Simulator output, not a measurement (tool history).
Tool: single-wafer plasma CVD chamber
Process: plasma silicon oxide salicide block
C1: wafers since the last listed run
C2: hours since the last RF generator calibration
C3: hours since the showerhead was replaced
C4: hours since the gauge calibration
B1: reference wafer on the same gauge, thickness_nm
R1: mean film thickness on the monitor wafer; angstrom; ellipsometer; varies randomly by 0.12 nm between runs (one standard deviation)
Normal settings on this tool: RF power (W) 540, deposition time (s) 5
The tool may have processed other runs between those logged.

Run 1, hour 0: usual settings but RF power (W) 495; C1 0; C2 316.3; C3 4377.4; C4 126.5; B1 48.896. Result: R1 498.54 angstrom.
Run 2, hour 31.9: usual settings but RF power (W) 495; C1 1185; C2 348.2; C3 4409.3; C4 158.4; B1 48.843. Result: R1 499.77 angstrom.
Run 3, hour 49.3: usual settings but RF power (W) 495; C1 646; C2 365.6; C3 4426.7; C4 175.8; B1 48.758. Result: R1 498.72 angstrom.
Run 4, hour 62.8: usual settings but deposition time (s) 4.63; C1 501; C2 379.1; C3 4440.2; C4 189.3; B1 48.786. Result: R1 472.03 angstrom.
Run 5, hour 78.6: usual settings but RF power (W) 480; C1 587; C2 394.9; C3 4456; C4 205.1; B1 48.723. Result: R1 492.1 angstrom.
Run 6, hour 98.7: usual settings but RF power (W) 480; C1 747; C2 415; C3 4476.1; C4 225.2; B1 48.711. Result: R1 493.85 angstrom.
Run 7, hour 164.7: usual settings but RF power (W) 480; C1 2453; C2 481; C3 4542.1; C4 291.2; B1 48.515. Result: R1 491.95 angstrom.
Run 8, hour 186.4: usual settings; C1 806; C2 502.7; C3 4563.8; C4 312.9; B1 48.57. Result: R1 506.38 angstrom.
Run 9, hour 215.4: usual settings; C1 1078; C2 531.7; C3 4592.8; C4 341.9; B1 48.465. Result: R1 505.13 angstrom.
Run 10, hour 235.7: usual settings but RF power (W) 600, deposition time (s) 4.68; C1 754; C2 552; C3 4613.1; C4 362.2; B1 48.399. Result: R1 483.82 angstrom.
Run 11, hour 309.8: usual settings but RF power (W) 600, deposition time (s) 4.68; C1 2754; C2 626.1; C3 4687.2; C4 436.3; B1 48.267. Result: R1 480.56 angstrom.
At hour 326.6: gauge calibrated.
Run 12, hour 410.2: usual settings but RF power (W) 600, deposition time (s) 4.68; C1 3732; C2 726.5; C3 4787.6; C4 83.6; B1 48.629. Result: R1 485.42 angstrom.
Run 13, hour 441.9: usual settings; C1 1178; C2 758.2; C3 4819.3; C4 115.3; B1 48.619. Result: R1 505.9 angstrom.
Run 14, hour 458.5: usual settings; C1 617; C2 774.8; C3 4835.9; C4 131.9; B1 48.551. Result: R1 506.33 angstrom.
Run 15, hour 487.8: usual settings but RF power (W) 600, deposition time (s) 4.68; C1 1089; C2 804.1; C3 4865.2; C4 161.2; B1 48.488. Result: R1 484.81 angstrom.
At hour 505.2: showerhead replaced.
Run 16, hour 513: usual settings but RF power (W) 485; C1 639; C2 829.3; C3 7.8; C4 186.4; B1 48.447. Result: R1 493.66 angstrom.
Run 17, hour 527.8: usual settings but deposition time (s) 5.83; C1 550; C2 844.1; C3 22.6; C4 201.2; B1 48.413. Result: R1 589.2 angstrom.
Run 18, hour 561.3: usual settings but RF power (W) 605, deposition time (s) 4.32; C1 1245; C2 877.6; C3 56.1; C4 234.7; B1 48.361. Result: R1 446.07 angstrom.
Run 19, hour 575.3: usual settings but deposition time (s) 5.29; C1 520; C2 891.6; C3 70.1; C4 248.7; B1 48.314. Result: R1 532.2 angstrom.
At hour 598.1: RF generator calibrated.
Run 20, hour 598.6: usual settings but RF power (W) 605, deposition time (s) 4.34; C1 568; C2 0.5; C3 93.4; C4 272; B1 48.24. Result: R1 446.87 angstrom.
Run 21, hour 630.7: usual settings but RF power (W) 620; C1 1193; C2 32.6; C3 125.5; C4 304.1; B1 48.212. Result: R1 516.08 angstrom.
Run 22, hour 643: usual settings but RF power (W) 490, deposition time (s) 4.1; C1 457; C2 44.9; C3 137.8; C4 316.4; B1 48.23. Result: R1 402.3 angstrom.
Run 23, hour 674.8: usual settings but RF power (W) 490, deposition time (s) 4.31; C1 1182; C2 76.7; C3 169.6; C4 348.2; B1 48.09. Result: R1 424.75 angstrom.
Run 24, hour 687.4: usual settings but RF power (W) 445, deposition time (s) 5.91; C1 468; C2 89.3; C3 182.2; C4 360.8; B1 48.062. Result: R1 568.08 angstrom.
Run 25, hour 712.4: usual settings but RF power (W) 605, deposition time (s) 4.02; C1 929; C2 114.3; C3 207.2; C4 385.8; B1 48.037. Result: R1 412.92 angstrom.
Run 26, hour 735.9: usual settings but RF power (W) 630; C1 873; C2 137.8; C3 230.7; C4 409.3; B1 48.012. Result: R1 518.21 angstrom.
Run 27, hour 767.1: usual settings but RF power (W) 510, deposition time (s) 4.29; C1 1159; C2 169; C3 261.9; C4 440.5; B1 47.89. Result: R1 423.28 angstrom.

Alternative continuations, all from the tool just after run 27; predict every row:
Run A, hour 767.5: usual settings but deposition time (s) 5.98; C1 14; C2 169.4; C3 262.3; C4 440.9; B1 ?. Result: R1 ?.
Run B, hour 767.5: usual settings but deposition time (s) 4.44; C1 14; C2 169.4; C3 262.3; C4 440.9; B1 ?. Result: R1 ?.
Run C, hour 767.5: usual settings but RF power (W) 485, deposition time (s) 4.45; C1 14; C2 169.4; C3 262.3; C4 440.9; B1 ?. Result: R1 ?.
Run D, hour 767.5: usual settings but RF power (W) 585, deposition time (s) 4.22; C1 14; C2 169.4; C3 262.3; C4 440.9; B1 ?. Result: R1 ?.

run      B1      R1
  A  47.971  599.28
  B  47.971  444.95
  C  47.971  435.71
  D  47.971  430.48
The same runs, with their run-to-run variation unchanged, on a tool lacking any hidden condition would have given:
run      R1
  A  611.22
  B  453.82
  C   444.4
  D  439.06
